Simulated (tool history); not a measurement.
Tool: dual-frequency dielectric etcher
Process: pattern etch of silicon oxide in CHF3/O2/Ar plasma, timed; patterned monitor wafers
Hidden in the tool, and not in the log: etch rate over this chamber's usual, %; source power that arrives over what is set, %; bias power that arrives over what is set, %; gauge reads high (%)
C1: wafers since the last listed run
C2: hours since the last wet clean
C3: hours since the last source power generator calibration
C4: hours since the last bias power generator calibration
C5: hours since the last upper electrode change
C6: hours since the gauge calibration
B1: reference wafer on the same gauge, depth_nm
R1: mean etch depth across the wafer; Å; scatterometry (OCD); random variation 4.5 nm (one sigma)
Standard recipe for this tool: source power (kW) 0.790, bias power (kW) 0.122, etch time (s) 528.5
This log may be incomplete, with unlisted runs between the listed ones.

{"run": 1, "hour": 0.0, "source power (kW)": 0.79, "bias power (kW)": 0.122, "etch time (s)": 613.0, "C1": 0, "C2": 507.4, "C3": 1654.4, "C4": 68.0, "C5": 1.0, "C6": 419.8, "B1": 1199.7, "R1": 11752}
{"run": 2, "hour": 7.4, "source power (kW)": 0.79, "bias power (kW)": 0.122, "etch time (s)": 613.0, "C1": 30, "C2": 514.8, "C3": 1661.8, "C4": 75.4, "C5": 8.4, "C6": 427.2, "B1": 1200.5, "R1": 11704}
{"run": 3, "hour": 20.8, "source power (kW)": 0.79, "bias power (kW)": 0.122, "etch time (s)": 613.0, "C1": 56, "C2": 528.2, "C3": 1675.2, "C4": 88.8, "C5": 21.8, "C6": 440.6, "B1": 1200.5, "R1": 11717}
{"run": 4, "hour": 28.2, "source power (kW)": 0.79, "bias power (kW)": 0.122, "etch time (s)": 528.5, "C1": 30, "C2": 535.6, "C3": 1682.6, "C4": 96.2, "C5": 29.2, "C6": 448.0, "B1": 1201.3, "R1": 10065}
{"run": 5, "hour": 36.8, "source power (kW)": 0.79, "bias power (kW)": 0.122, "etch time (s)": 528.5, "C1": 35, "C2": 544.2, "C3": 1691.2, "C4": 104.8, "C5": 37.8, "C6": 456.6, "B1": 1197.8, "R1": 10099}
{"run": 6, "hour": 49.1, "source power (kW)": 0.79, "bias power (kW)": 0.122, "etch time (s)": 528.5, "C1": 51, "C2": 556.5, "C3": 1703.5, "C4": 117.1, "C5": 50.1, "C6": 468.9, "B1": 1201.8, "R1": 10150}
{"hour": 74.4, "done": "wet clean of the chamber"}
{"run": 7, "hour": 74.9, "source power (kW)": 0.79, "bias power (kW)": 0.122, "etch time (s)": 418.5, "C1": 7, "C2": 0.5, "C3": 1729.3, "C4": 142.9, "C5": 75.9, "C6": 494.7, "B1": 1199.6, "R1": 8207}
{"run": 8, "hour": 75.3, "source power (kW)": 0.86, "bias power (kW)": 0.122, "etch time (s)": 383.0, "C1": 1, "C2": 0.9, "C3": 1729.7, "C4": 143.3, "C5": 76.3, "C6": 495.1, "B1": 1200.4, "R1": 7926}
{"run": 9, "hour": 88.1, "source power (kW)": 0.79, "bias power (kW)": 0.122, "etch time (s)": 528.5, "C1": 53, "C2": 13.7, "C3": 1742.5, "C4": 156.1, "C5": 89.1, "C6": 507.9, "B1": 1201.3, "R1": 10404}
{"run": 10, "hour": 103.9, "source power (kW)": 0.63, "bias power (kW)": 0.145, "etch time (s)": 528.5, "C1": 66, "C2": 29.5, "C3": 1758.3, "C4": 171.9, "C5": 104.9, "C6": 523.7, "B1": 1199.8, "R1": 9347}
{"run": 11, "hour": 116.3, "source power (kW)": 0.86, "bias power (kW)": 0.102, "etch time (s)": 382.0, "C1": 51, "C2": 41.9, "C3": 1770.7, "C4": 184.3, "C5": 117.3, "C6": 536.1, "B1": 1203.3, "R1": 7520}
{"run": 12, "hour": 123.3, "source power (kW)": 0.63, "bias power (kW)": 0.102, "etch time (s)": 528.5, "C1": 29, "C2": 48.9, "C3": 1777.7, "C4": 191.3, "C5": 124.3, "C6": 543.1, "B1": 1198.9, "R1": 8564}
{"run": 13, "hour": 138.6, "source power (kW)": 0.66, "bias power (kW)": 0.11, "etch time (s)": 626.5, "C1": 64, "C2": 64.2, "C3": 1793.0, "C4": 206.6, "C5": 139.6, "C6": 558.4, "B1": 1200.4, "R1": 10508}
{"run": 14, "hour": 152.1, "source power (kW)": 0.95, "bias power (kW)": 0.093, "etch time (s)": 528.5, "C1": 56, "C2": 77.7, "C3": 1806.5, "C4": 220.1, "C5": 153.1, "C6": 571.9, "B1": 1201.1, "R1": 10839}
{"run": 15, "hour": 164.8, "source power (kW)": 0.79, "bias power (kW)": 0.122, "etch time (s)": 528.5, "C1": 53, "C2": 90.4, "C3": 1819.2, "C4": 232.8, "C5": 165.8, "C6": 584.6, "B1": 1201.7, "R1": 10390}
{"run": 16, "hour": 176.6, "source power (kW)": 0.79, "bias power (kW)": 0.122, "etch time (s)": 468.0, "C1": 49, "C2": 102.2, "C3": 1831.0, "C4": 244.6, "C5": 177.6, "C6": 596.4, "B1": 1200.9, "R1": 9093}
{"hour": 197.0, "done": "source power generator calibrated"}
{"run": 17, "hour": 197.5, "source power (kW)": 0.98, "bias power (kW)": 0.122, "etch time (s)": 528.5, "C1": 70, "C2": 123.1, "C3": 0.5, "C4": 265.5, "C5": 198.5, "C6": 617.3, "B1": 1199.8, "R1": 11758}
{"run": 18, "hour": 206.9, "source power (kW)": 0.79, "bias power (kW)": 0.122, "etch time (s)": 471.5, "C1": 39, "C2": 132.5, "C3": 9.9, "C4": 274.9, "C5": 207.9, "C6": 626.7, "B1": 1199.9, "R1": 9243}
{"hour": 212.6, "done": "gauge calibrated"}
{"run": 19, "hour": 216.6, "source power (kW)": 0.66, "bias power (kW)": 0.137, "etch time (s)": 528.5, "C1": 40, "C2": 142.2, "C3": 19.6, "C4": 284.6, "C5": 217.6, "C6": 4.0, "B1": 1198.5, "R1": 9502}
{"run": 20, "hour": 230.3, "source power (kW)": 0.79, "bias power (kW)": 0.103, "etch time (s)": 528.5, "C1": 57, "C2": 155.9, "C3": 33.3, "C4": 298.3, "C5": 231.3, "C6": 17.7, "B1": 1201.2, "R1": 9840}
{"run": 21, "hour": 239.7, "source power (kW)": 0.79, "bias power (kW)": 0.122, "etch time (s)": 528.5, "C1": 39, "C2": 165.3, "C3": 42.7, "C4": 307.7, "C5": 240.7, "C6": 27.1, "B1": 1199.3, "R1": 10322}
{"run": 22, "hour": 248.5, "source power (kW)": 0.91, "bias power (kW)": 0.122, "etch time (s)": 528.5, "C1": 36, "C2": 174.1, "C3": 51.5, "C4": 316.5, "C5": 249.5, "C6": 35.9, "B1": 1201.3, "R1": 11263}
{"run": 23, "hour": 262.5, "source power (kW)": 0.85, "bias power (kW)": 0.133, "etch time (s)": 528.5, "C1": 58, "C2": 188.1, "C3": 65.5, "C4": 330.5, "C5": 263.5, "C6": 49.9, "B1": 1200.3, "R1": 11071}
{"run": 24, "hour": 274.1, "source power (kW)": 0.92, "bias power (kW)": 0.122, "etch time (s)": 570.0, "C1": 48, "C2": 199.7, "C3": 77.1, "C4": 342.1, "C5": 275.1, "C6": 61.5, "B1": 1200.4, "R1": 12263}
{"run": 25, "hour": 280.3, "source power (kW)": 0.68, "bias power (kW)": 0.143, "etch time (s)": 484.5, "C1": 25, "C2": 205.9, "C3": 83.3, "C4": 348.3, "C5": 281.3, "C6": 67.7, "B1": 1201.4, "R1": 8955}
{"run": 26, "hour": 294.4, "source power (kW)": 0.66, "bias power (kW)": 0.111, "etch time (s)": 664.5, "C1": 58, "C2": 220.0, "C3": 97.4, "C4": 362.4, "C5": 295.4, "C6": 81.8, "B1": 1201.4, "R1": 11111}
{"run": 27, "hour": 303.5, "source power (kW)": 0.6, "bias power (kW)": 0.113, "etch time (s)": 461.0, "C1": 38, "C2": 229.1, "C3": 106.5, "C4": 371.5, "C5": 304.5, "C6": 90.9, "B1": 1199.9, "R1": 7280}
{"run": 28, "hour": 311.1, "source power (kW)": 0.79, "bias power (kW)": 0.106, "etch time (s)": 528.5, "C1": 31, "C2": 236.7, "C3": 114.1, "C4": 379.1, "C5": 312.1, "C6": 98.5, "B1": 1200.3, "R1": 9935}
{"run": 29, "hour": 321.1, "source power (kW)": 0.92, "bias power (kW)": 0.122, "etch time (s)": 570.0, "C1": 41, "C2": 246.7, "C3": 124.1, "C4": 389.1, "C5": 322.1, "C6": 108.5, "B1": 1199.8, "R1": 12155}
{"run": 30, "hour": 329.5, "source power (kW)": 0.85, "bias power (kW)": 0.145, "etch time (s)": 474.5, "C1": 35, "C2": 255.1, "C3": 132.5, "C4": 397.5, "C5": 330.5, "C6": 116.9, "B1": 1200.0, "R1": 10211}

Hidden state, per run?
source power that arrives over what is set, %: 0 at every run
bias power that arrives over what is set, %: 0 at every run
gauge reads high (%): 0 at every run
H1: etch rate over this chamber's usual, %
run=1 H1=-2.19
run=2 H1=-2.22
run=3 H1=-2.26
run=4 H1=-2.29
run=5 H1=-2.32
run=6 H1=-2.36
run=7 H1=0.272
run=8 H1=0.271
run=9 H1=0.226
run=10 H1=0.171
run=11 H1=0.128
run=12 H1=0.103
run=13 H1=0.0499
run=14 H1=0.00279
run=15 H1=-0.0415
run=16 H1=-0.0827
run=17 H1=-0.156
run=18 H1=-0.189
run=19 H1=-0.222
run=20 H1=-0.27
run=21 H1=-0.303
run=22 H1=-0.334
run=23 H1=-0.383
run=24 H1=-0.423
run=25 H1=-0.445
run=26 H1=-0.494
run=27 H1=-0.526
run=28 H1=-0.552
run=29 H1=-0.587
run=30 H1=-0.617
